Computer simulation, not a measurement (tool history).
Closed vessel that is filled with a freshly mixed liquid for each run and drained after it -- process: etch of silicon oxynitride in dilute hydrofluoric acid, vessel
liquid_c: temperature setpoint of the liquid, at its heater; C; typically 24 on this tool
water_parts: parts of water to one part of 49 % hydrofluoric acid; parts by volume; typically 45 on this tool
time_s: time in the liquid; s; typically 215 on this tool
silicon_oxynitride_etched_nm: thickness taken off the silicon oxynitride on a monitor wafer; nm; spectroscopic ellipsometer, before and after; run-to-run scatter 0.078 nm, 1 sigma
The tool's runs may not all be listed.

run	hour	liquid_c	water_parts	time_s	wafers since the last listed run	hours since the thermometer was replaced	hours since the hydrofluoric acid flow meter was replaced	hours since the gauge calibration	read-back film thickness of the silicon oxynitride reference wafer, read on the same gauge (nm)	silicon_oxynitride_etched_nm
1	0	24	45	215	0	1171.4	1385.3	1313.3	79.98	9.98
2	49	24	45	215	3413	1220.4	1434.3	1362.3	80.01	9.99
3	115.9	24	40	215	4660	1287.3	1501.2	1429.2	80.01	11.11
4	195	24	45	215	5510	1366.4	1580.3	1508.3	80.01	9.83
5	234	24	30	215	2717	1405.4	1619.3	1547.3	79.99	14.93
6	287	24	30	215	3692	1458.4	1672.3	1600.3	80	15.07
7	344.1	24	30	215	3978	1515.5	1729.4	1657.4	79.98	15.21
8	436.8	24	45	215	6458	1608.2	1822.1	1750.1	80	10.21
9	515.5	24	45	215	5483	1686.9	1900.8	1828.8	80.01	10.1
10	551.5	24	45	215	2508	1722.9	1936.8	1864.8	80.01	10.17
11	614.4	21.5	50	215	4382	1785.8	1999.7	1927.7	79.99	7.95
12	687.2	21.5	50	215	5071	1858.6	2072.5	2000.5	79.99	8.1
13	743.5	29	45	215	3922	1914.9	2128.8	2056.8	80	12.95
# hour 779.4: thermometer replaced
14	839.1	24	45	215	6590	59.7	2224.4	2152.4	80	9.58
15	923.3	21.5	25	340	5866	143.9	2308.6	2236.6	80	24.65
# hour 950: gauge calibrated
# hour 957.2: hydrofluoric acid flow meter replaced
16	962.8	24	45	215	2682	183.4	5.6	12.8	79.99	9.34
17	1066.3	24	45	215	7210	286.9	109.1	116.3	80.01	9.28
18	1123.1	24	60	215	3957	343.7	165.9	173.1	80	7.05
19	1215.9	24	45	215	6465	436.5	258.7	265.9	80	9.46
20	1319.4	26.5	60	335	7210	540	362.2	369.4	80	12.4
21	1414.7	24	50	215	6639	635.3	457.5	464.7	80.01	8.66
22	1492.2	24	45	165	5399	712.8	535	542.2	80	7.25
23	1599.9	28	40	105	7503	820.5	642.7	649.9	80	6.57
24	1674.2	21.5	50	215	5176	894.8	717	724.2	79.99	7.78
25	1757.7	24	30	285	5817	978.3	800.5	807.7	80	19.78
26	1805.8	24	45	120	3351	1026.4	848.6	855.8	80.01	5.41
27	1866.7	21.5	55	215	4242	1087.3	909.5	916.7	80	7.07
28	1924.7	19.5	45	215	4040	1145.3	967.5	974.7	79.99	7.86
29	1998.2	24	45	215	5120	1218.8	1041	1048.2	80.01	9.92
30	2088.3	24	65	310	6277	1308.9	1131.1	1138.3	80.01	9.68
31	2152.6	28	40	115	4479	1373.2	1195.4	1202.6	80	7.29
32	2228.9	28.5	65	170	5315	1449.5	1271.7	1278.9	80.01	6.68
33	2267.1	28.5	35	90	2661	1487.7	1309.9	1317.1	79.99	6.7

Take each entry between the runs: how does the hidden state at the last listed run before it differ from the hidden state at the first listed run after it?
Logged between run 13 and run 14: thermometer replaced (hour 779.4)
  liquid hotter than its thermometer reads (K): 1.31 -> 0.0956; hydrofluoric acid flow above the setpoint (%): 3.45 -> 3.6
  difference, measured minus the result without the unlogged condition, silicon_oxynitride_etched_nm: +1.19 -> +0.39 nm
Logged between run 15 and run 16: gauge calibrated (hour 950); hydrofluoric acid flow meter replaced (hour 957.2)
  liquid hotter than its thermometer reads (K): 0.15 -> 0.176; hydrofluoric acid flow above the setpoint (%): 3.74 -> 0.562
  difference, measured minus the result without the unlogged condition, silicon_oxynitride_etched_nm: +1.07 -> +0.14 nm
